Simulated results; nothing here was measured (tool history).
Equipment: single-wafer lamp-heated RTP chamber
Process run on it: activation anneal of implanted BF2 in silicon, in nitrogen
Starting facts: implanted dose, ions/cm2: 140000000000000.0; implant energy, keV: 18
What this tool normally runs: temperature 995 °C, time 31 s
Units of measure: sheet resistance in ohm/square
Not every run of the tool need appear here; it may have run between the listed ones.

run	hour	temperature	time	wafers since the last listed run	wafers since the last pyrometer calibration	wafers since the reflector plate was cleaned	hours since the gauge calibration	read-back reference wafer on the same gauge, sheet resistance	sheet resistance
1	0	995	44	0	5182	4202	77.2	624.44	704.77
2	9.8	995	44	115	5298	4317	87	624.61	705.12
3	20	995	44	120	5418	4437	97.2	624.25	702.34
4	29.9	995	31	116	5535	4554	107.1	623.89	708.87
5	44.6	995	31	173	5708	4728	121.8	623.2	709.74
6	53.4	995	31	103	5812	4831	130.6	622.61	708.44
# hour 67.1: pyrometer window cleaned and pyrometer calibrated
7	67.6	995	31	73	6	4904	144.8	622.79	707.02
8	70.4	995	31	33	39	4937	147.6	622.19	706.77
9	84	995	31	160	199	5098	161.2	621.53	704.62
10	91.8	995	31	91	291	5190	169	620.98	705.28
11	106.5	995	31	173	464	5363	183.7	620.62	704.81
# hour 116.5: gauge calibrated
12	122.7	1016	13	191	655	5554	6.2	624.95	712.43
13	136.8	1013	31	166	822	5720	20.3	625.04	706.05
# hour 157.3: reflector plate cleaned
14	157.8	1020	24	153	975	5	41.3	624.89	703.52
15	163.8	995	31	70	1046	76	47.3	624.5	707.41
16	170.6	995	36	80	1126	156	54.1	624.75	710.37
17	188.2	973	48	207	1333	363	71.7	624.13	711.62
18	203.1	1015	39	175	1509	539	86.6	623.87	699.09
19	213.1	995	26	117	1627	657	96.6	623.57	709.97

Forecast each of these 4 alternatives for the next run:
A	213.5	995	31	4	1632	662	97	?	?
B	213.5	995	48	4	1632	662	97	?	?
C	213.5	1007	13	4	1632	662	97	?	?
D	213.5	976	15	4	1632	662	97	?	?

run	read-back reference wafer on the same gauge, sheet resistance	sheet resistance
A	623.91	709.96
B	623.91	704.01
C	623.91	715.87
D	623.91	724.59
The same runs, with their run-to-run variation unchanged, on a tool lacking any hidden condition would have given:
run	sheet resistance
A	711.36
B	705.4
C	717.28
D	726.03

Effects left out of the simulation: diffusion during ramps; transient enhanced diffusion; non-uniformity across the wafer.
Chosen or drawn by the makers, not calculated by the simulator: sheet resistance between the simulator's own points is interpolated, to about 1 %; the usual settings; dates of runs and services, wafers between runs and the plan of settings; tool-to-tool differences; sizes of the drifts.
